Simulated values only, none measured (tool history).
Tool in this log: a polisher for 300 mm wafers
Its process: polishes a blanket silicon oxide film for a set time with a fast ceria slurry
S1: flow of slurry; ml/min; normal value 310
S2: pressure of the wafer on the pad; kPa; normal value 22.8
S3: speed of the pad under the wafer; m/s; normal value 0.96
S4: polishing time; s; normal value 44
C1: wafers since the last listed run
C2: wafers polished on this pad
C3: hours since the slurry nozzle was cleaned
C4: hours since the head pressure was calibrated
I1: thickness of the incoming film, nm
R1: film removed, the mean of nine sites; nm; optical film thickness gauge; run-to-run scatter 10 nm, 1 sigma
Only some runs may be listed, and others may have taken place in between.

run,hour,S1,S2,S3,S4,C1,C2,C3,C4,I1,R1
1,0.0,310,22.8,0.96,44,0,726,228.3,72.2,2279.2,904.0
2,34.1,310,22.8,0.96,44,554,1280,262.4,106.3,2311.5,860.5
3,63.4,310,22.8,0.96,44,476,1756,291.7,135.6,2291.9,785.8
# hour 68.0: worn pad replaced by a new one
4,91.9,310,22.8,0.96,44,398,387,320.2,164.1,2331.6,891.3
5,117.3,310,22.8,0.96,32,412,800,345.6,189.5,2331.5,631.7
6,147.1,310,22.8,0.96,32,484,1284,375.4,219.3,2327.9,602.6
# hour 169.5: worn pad replaced by a new one
7,176.8,310,22.8,0.96,32,417,119,405.1,249.0,2325.9,645.9
8,204.8,310,22.8,0.96,44,455,574,433.1,277.0,2272.2,893.1
9,237.1,310,22.8,0.96,44,525,1099,465.4,309.3,2309.8,866.3
10,249.9,310,22.8,0.96,44,208,1307,478.2,322.1,2334.2,850.4
# hour 274.6: worn pad replaced by a new one
11,282.1,310,22.8,0.96,44,458,121,510.4,354.3,2347.0,901.2
# hour 294.2: head pressure recalibrated
12,317.6,375,22.8,0.64,44,544,665,545.9,23.4,2328.7,619.4
13,346.6,405,28.3,0.96,35,471,1137,574.9,52.4,2314.3,784.4
# hour 384.4: worn pad replaced by a new one
# hour 384.6: slurry nozzle cleaned
14,385.1,310,22.8,0.96,44,557,8,0.5,90.9,2327.6,916.1
15,405.5,255,15.2,0.96,44,331,339,20.9,111.3,2338.7,708.1
16,436.3,310,29.6,1.22,44,500,840,51.7,142.1,2373.6,1324.0
17,454.7,265,15.2,0.74,51,299,1139,70.1,160.5,2313.8,618.7
18,469.2,310,17.2,1.22,44,235,1375,84.6,175.0,2326.3,883.8
19,485.0,380,27.6,1.20,44,256,1631,100.4,190.8,2362.2,1155.1
# hour 491.0: worn pad replaced by a new one
20,515.1,310,22.8,0.96,44,424,392,130.5,220.9,2296.3,908.8
21,533.7,310,27.6,0.70,44,302,694,149.1,239.5,2305.5,755.5
22,549.8,310,22.8,0.96,44,261,956,165.2,255.6,2291.7,881.0

Give the tool's hidden conditions for every run:
slurry flow missing at the pad, %: 0 across all the runs
deviation of the head's pressure from its setpoint, %: 0 across all the runs
H1: removal rate lost through wear of the pad, %
run,H1
1,2.89
2,7.07
3,12.5
4,1.81
5,3.65
6,7.45
7,1.29
8,2.47
9,5.78
10,7.66
11,0.746
12,2.52
13,5.83
14,0.182
15,0.625
16,2.86
17,5.09
18,7.32
19,10.2
20,0.694
21,1.93
22,3.55

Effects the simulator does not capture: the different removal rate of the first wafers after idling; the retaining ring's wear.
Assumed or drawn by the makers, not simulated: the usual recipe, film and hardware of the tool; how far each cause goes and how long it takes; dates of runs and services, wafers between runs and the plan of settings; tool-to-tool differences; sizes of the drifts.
